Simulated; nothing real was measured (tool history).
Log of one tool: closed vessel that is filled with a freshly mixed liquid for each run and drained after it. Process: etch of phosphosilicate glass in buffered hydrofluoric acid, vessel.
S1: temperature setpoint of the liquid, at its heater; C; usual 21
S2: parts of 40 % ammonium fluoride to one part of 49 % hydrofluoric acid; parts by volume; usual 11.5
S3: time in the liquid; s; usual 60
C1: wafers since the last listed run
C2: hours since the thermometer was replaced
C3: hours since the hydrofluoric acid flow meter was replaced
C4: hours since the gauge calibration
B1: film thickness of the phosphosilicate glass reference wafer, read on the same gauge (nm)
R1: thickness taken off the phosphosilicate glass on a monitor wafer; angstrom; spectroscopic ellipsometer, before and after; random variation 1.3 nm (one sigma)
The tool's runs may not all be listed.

{"run": 1, "hour": 0.0, "S1": 19, "S2": 11.5, "S3": 35, "C1": 0, "C2": 1183.9, "C3": 793.1, "C4": 287, "B1": 129.99, "R1": 893.3}
{"run": 2, "hour": 35.5, "S1": 21, "S2": 11.5, "S3": 60, "C1": 3902, "C2": 1219.4, "C3": 828.6, "C4": 322.5, "B1": 129.96, "R1": 1697.5}
{"run": 3, "hour": 59.1, "S1": 21, "S2": 11.5, "S3": 60, "C1": 2594, "C2": 1243, "C3": 852.2, "C4": 346.1, "B1": 130.03, "R1": 1698.2}
{"run": 4, "hour": 72.5, "S1": 21, "S2": 11.5, "S3": 60, "C1": 1473, "C2": 1256.4, "C3": 865.6, "C4": 359.5, "B1": 130.04, "R1": 1707.8}
{"run": 5, "hour": 93.5, "S1": 21, "S2": 13.5, "S3": 60, "C1": 2308, "C2": 1277.4, "C3": 886.6, "C4": 380.5, "B1": 130, "R1": 1477.8}
{"run": 6, "hour": 128.5, "S1": 21, "S2": 13.5, "S3": 60, "C1": 3847, "C2": 1312.4, "C3": 921.6, "C4": 415.5, "B1": 130, "R1": 1477.5}
{"run": 7, "hour": 147.8, "S1": 21, "S2": 13.5, "S3": 60, "C1": 2121, "C2": 1331.7, "C3": 940.9, "C4": 434.8, "B1": 129.98, "R1": 1449.2}
{"run": 8, "hour": 180.5, "S1": 23.5, "S2": 11.5, "S3": 60, "C1": 3594, "C2": 1364.4, "C3": 973.6, "C4": 467.5, "B1": 130.04, "R1": 1987.6}
{"run": 9, "hour": 198.1, "S1": 23.5, "S2": 11.5, "S3": 60, "C1": 1934, "C2": 1382, "C3": 991.2, "C4": 485.1, "B1": 130, "R1": 1941.1}
{"run": 10, "hour": 230.7, "S1": 23.5, "S2": 11.5, "S3": 60, "C1": 3583, "C2": 1414.6, "C3": 1023.8, "C4": 517.7, "B1": 130.02, "R1": 1948.2}
{"run": 11, "hour": 248.7, "S1": 21, "S2": 11.5, "S3": 40, "C1": 1978, "C2": 1432.6, "C3": 1041.8, "C4": 535.7, "B1": 130.01, "R1": 1137}
{"run": 12, "hour": 263.8, "S1": 21, "S2": 11.5, "S3": 40, "C1": 1660, "C2": 1447.7, "C3": 1056.9, "C4": 550.8, "B1": 129.99, "R1": 1149.8}
{"run": 13, "hour": 277.0, "S1": 21, "S2": 11.5, "S3": 40, "C1": 1451, "C2": 1460.9, "C3": 1070.1, "C4": 564, "B1": 130, "R1": 1143.7}
{"run": 14, "hour": 297.0, "S1": 21, "S2": 11.5, "S3": 60, "C1": 2198, "C2": 1480.9, "C3": 1090.1, "C4": 584, "B1": 130.02, "R1": 1687.1}
{"run": 15, "hour": 327.8, "S1": 21, "S2": 11.5, "S3": 60, "C1": 3386, "C2": 1511.7, "C3": 1120.9, "C4": 614.8, "B1": 129.96, "R1": 1699}
{"run": 16, "hour": 361.6, "S1": 21, "S2": 15.5, "S3": 60, "C1": 3715, "C2": 1545.5, "C3": 1154.7, "C4": 648.6, "B1": 130, "R1": 1276.5}
{"hour": 385.3, "done": "thermometer replaced"}
{"run": 17, "hour": 386.7, "S1": 17, "S2": 8, "S3": 60, "C1": 2649, "C2": 1.4, "C3": 1179.8, "C4": 673.7, "B1": 129.99, "R1": 1880.1}
{"run": 18, "hour": 414.5, "S1": 21, "S2": 11.5, "S3": 60, "C1": 3056, "C2": 29.2, "C3": 1207.6, "C4": 701.5, "B1": 129.99, "R1": 1710.7}
{"hour": 414.7, "done": "gauge calibrated"}
{"run": 19, "hour": 443.6, "S1": 21, "S2": 11.5, "S3": 60, "C1": 3199, "C2": 58.3, "C3": 1236.7, "C4": 28.9, "B1": 130.02, "R1": 1703}
{"run": 20, "hour": 475.6, "S1": 17, "S2": 15.5, "S3": 30, "C1": 3518, "C2": 90.3, "C3": 1268.7, "C4": 60.9, "B1": 130.01, "R1": 505.9}
{"run": 21, "hour": 510.7, "S1": 21, "S2": 11.5, "S3": 60, "C1": 3858, "C2": 125.4, "C3": 1303.8, "C4": 96, "B1": 130.02, "R1": 1699.4}
{"hour": 589.1, "done": "hydrofluoric acid flow meter replaced"}
{"run": 22, "hour": 589.7, "S1": 17, "S2": 11.5, "S3": 60, "C1": 8575, "C2": 204.4, "C3": 0.6, "C4": 175, "B1": 129.99, "R1": 1370.6}

The next listed run, before its measurement:
{"run": 23, "hour": 604.5, "S1": 19, "S2": 11.5, "S3": 30, "C1": 1627, "C2": 219.2, "C3": 15.4, "C4": 189.8, "B1": "?", "R1": "?"}

B1: 129.98
R1: 773.5 angstrom
Without the tool's hidden state the same run would have given R1 773.5 angstrom.
